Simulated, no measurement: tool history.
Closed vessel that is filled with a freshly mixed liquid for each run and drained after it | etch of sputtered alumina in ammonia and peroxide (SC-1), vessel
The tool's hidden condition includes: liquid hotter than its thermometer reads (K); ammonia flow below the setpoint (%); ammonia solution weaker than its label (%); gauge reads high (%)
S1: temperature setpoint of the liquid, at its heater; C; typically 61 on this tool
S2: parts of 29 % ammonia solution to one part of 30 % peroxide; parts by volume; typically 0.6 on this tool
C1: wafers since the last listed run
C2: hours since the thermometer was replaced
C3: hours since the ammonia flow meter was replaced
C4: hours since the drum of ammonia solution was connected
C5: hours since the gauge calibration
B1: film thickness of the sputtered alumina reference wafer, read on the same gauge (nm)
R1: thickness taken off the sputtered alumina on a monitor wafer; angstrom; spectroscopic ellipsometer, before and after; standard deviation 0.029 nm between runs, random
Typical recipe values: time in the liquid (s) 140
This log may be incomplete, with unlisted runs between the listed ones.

run 1 day=0 | S1=61 S2=0.6 time_in_the_liquid_(s)=140 | C1=0 C2=1170.8 C3=200.5 C4=419.7 C5=3468 | B1=70.04 | R1=121.6
run 2 day=2.846 | S1=61 S2=0.5 time_in_the_liquid_(s)=140 | C1=6667 C2=1239.1 C3=268.8 C4=488 C5=3536.3 | B1=70.04 | R1=118.9
-- day=3.596 thermometer replaced
run 3 day=5.246 | S1=61 S2=0.5 time_in_the_liquid_(s)=140 | C1=5525 C2=39.6 C3=326.4 C4=545.6 C5=3593.9 | B1=69.99 | R1=117.4
-- day=8.871 new drum of ammonia solution connected
run 4 day=9.029 | S1=55.5 S2=0.6 time_in_the_liquid_(s)=140 | C1=8766 C2=130.4 C3=417.2 C4=3.8 C5=3684.7 | B1=69.99 | R1=90.8
run 5 day=13.321 | S1=61 S2=0.6 time_in_the_liquid_(s)=140 | C1=10055 C2=233.4 C3=520.2 C4=106.8 C5=3787.7 | B1=70 | R1=120.6
run 6 day=16.3 | S1=61 S2=0.6 time_in_the_liquid_(s)=140 | C1=6980 C2=304.9 C3=591.7 C4=178.3 C5=3859.2 | B1=70.02 | R1=120.6
run 7 day=19.733 | S1=61 S2=0.6 time_in_the_liquid_(s)=140 | C1=8044 C2=387.3 C3=674.1 C4=260.7 C5=3941.6 | B1=70.01 | R1=120.5
-- day=28.717 gauge calibrated
run 8 day=29.562 | S1=61 S2=0.6 time_in_the_liquid_(s)=140 | C1=23030 C2=623.2 C3=910 C4=496.6 C5=20.3 | B1=70 | R1=120.4
-- day=36.496 new drum of ammonia solution connected
run 9 day=39.821 | S1=61 S2=0.4 time_in_the_liquid_(s)=140 | C1=23938 C2=869.4 C3=1156.2 C4=79.8 C5=266.5 | B1=69.99 | R1=116.8
-- day=40.879 ammonia flow meter replaced
run 10 day=42.033 | S1=61 S2=0.6 time_in_the_liquid_(s)=140 | C1=5086 C2=922.5 C3=27.7 C4=132.9 C5=319.6 | B1=69.96 | R1=121.5
run 11 day=45.471 | S1=55 S2=0.6 time_in_the_liquid_(s)=90 | C1=8054 C2=1005 C3=110.2 C4=215.4 C5=402.1 | B1=70.02 | R1=57.4
run 12 day=48.179 | S1=56 S2=0.8 time_in_the_liquid_(s)=90 | C1=6345 C2=1070 C3=175.2 C4=280.4 C5=467.1 | B1=70.01 | R1=62.1
run 13 day=50.954 | S1=56 S2=0.8 time_in_the_liquid_(s)=65 | C1=6501 C2=1136.6 C3=241.8 C4=347 C5=533.7 | B1=69.98 | R1=44.8
run 14 day=53.742 | S1=61 S2=0.6 time_in_the_liquid_(s)=140 | C1=6531 C2=1203.5 C3=308.7 C4=413.9 C5=600.6 | B1=70 | R1=121.6
-- day=56.529 thermometer replaced
-- day=66.208 new drum of ammonia solution connected
run 15 day=66.8 | S1=51 S2=0.75 time_in_the_liquid_(s)=175 | C1=30401 C2=246.5 C3=622.1 C4=14.2 C5=914 | B1=69.99 | R1=91.4
run 16 day=70.9 | S1=51 S2=0.75 time_in_the_liquid_(s)=175 | C1=9606 C2=344.9 C3=720.5 C4=112.6 C5=1012.4 | B1=69.99 | R1=91.2
run 17 day=73.625 | S1=61 S2=0.6 time_in_the_liquid_(s)=140 | C1=6384 C2=410.3 C3=785.9 C4=178 C5=1077.8 | B1=69.99 | R1=120.5
run 18 day=75.271 | S1=61 S2=0.6 time_in_the_liquid_(s)=115 | C1=3856 C2=449.8 C3=825.4 C4=217.5 C5=1117.3 | B1=70 | R1=99.2
run 19 day=76.896 | S1=69.5 S2=0.6 time_in_the_liquid_(s)=95 | C1=3807 C2=488.8 C3=864.4 C4=256.5 C5=1156.3 | B1=70 | R1=125.2
run 20 day=81.379 | S1=61 S2=0.6 time_in_the_liquid_(s)=140 | C1=10504 C2=596.4 C3=972 C4=364.1 C5=1263.9 | B1=69.97 | R1=121.4
run 21 day=83.358 | S1=69 S2=0.4 time_in_the_liquid_(s)=100 | C1=4637 C2=643.9 C3=1019.5 C4=411.6 C5=1311.4 | B1=70.03 | R1=123.4
run 22 day=87.454 | S1=61 S2=0.35 time_in_the_liquid_(s)=190 | C1=9596 C2=742.2 C3=1117.8 C4=509.9 C5=1409.7 | B1=70.02 | R1=155.2
-- day=88.071 ammonia flow meter replaced
run 23 day=89.962 | S1=61 S2=0.6 time_in_the_liquid_(s)=85 | C1=5779 C2=802.4 C3=45.4 C4=570.1 C5=1469.9 | B1=69.97 | R1=73.2
-- day=91.083 new drum of ammonia solution connected
run 24 day=92.096 | S1=53 S2=0.8 time_in_the_liquid_(s)=110 | C1=4900 C2=853.6 C3=96.6 C4=24.3 C5=1521.1 | B1=69.99 | R1=64.3
run 25 day=102.15 | S1=61 S2=0.7 time_in_the_liquid_(s)=75 | C1=23557 C2=1094.9 C3=337.9 C4=265.6 C5=1762.4 | B1=70 | R1=66.2
run 26 day=106.55 | S1=56 S2=0.6 time_in_the_liquid_(s)=180 | C1=10309 C2=1200.5 C3=443.5 C4=371.2 C5=1868 | B1=69.99 | R1=120.5
run 27 day=108.833 | S1=52.5 S2=0.6 time_in_the_liquid_(s)=140 | C1=5349 C2=1255.3 C3=498.3 C4=426 C5=1922.8 | B1=70.01 | R1=77.9
run 28 day=110.533 | S1=61 S2=0.6 time_in_the_liquid_(s)=105 | C1=3983 C2=1296.1 C3=539.1 C4=466.8 C5=1963.6 | B1=70.01 | R1=91
-- day=113.046 thermometer replaced
run 29 day=114.258 | S1=61 S2=0.3 time_in_the_liquid_(s)=210 | C1=8630 C2=29.1 C3=628.5 C4=556.2 C5=2053 | B1=69.99 | R1=167.2

Each row is a separate what-if for the run after 29, all from the same tool condition, not one after another. Results?
run A day=114.288 | S1=61 S2=0.6 time_in_the_liquid_(s)=140 | C1=68 C2=29.8 C3=629.2 C4=556.9 C5=2053.7 | B1=? | R1=?
run B day=114.288 | S1=52 S2=0.75 time_in_the_liquid_(s)=140 | C1=68 C2=29.8 C3=629.2 C4=556.9 C5=2053.7 | B1=? | R1=?
run C day=114.288 | S1=68.5 S2=0.6 time_in_the_liquid_(s)=140 | C1=68 C2=29.8 C3=629.2 C4=556.9 C5=2053.7 | B1=? | R1=?

run=A B1=69.97 R1=119.4
run=B B1=69.97 R1=76
run=C B1=69.97 R1=173.3
With the hidden condition removed and each run's random variation left untouched, the same runs would have given:
run=A R1=120.5
run=B R1=76.7
run=C R1=174.9

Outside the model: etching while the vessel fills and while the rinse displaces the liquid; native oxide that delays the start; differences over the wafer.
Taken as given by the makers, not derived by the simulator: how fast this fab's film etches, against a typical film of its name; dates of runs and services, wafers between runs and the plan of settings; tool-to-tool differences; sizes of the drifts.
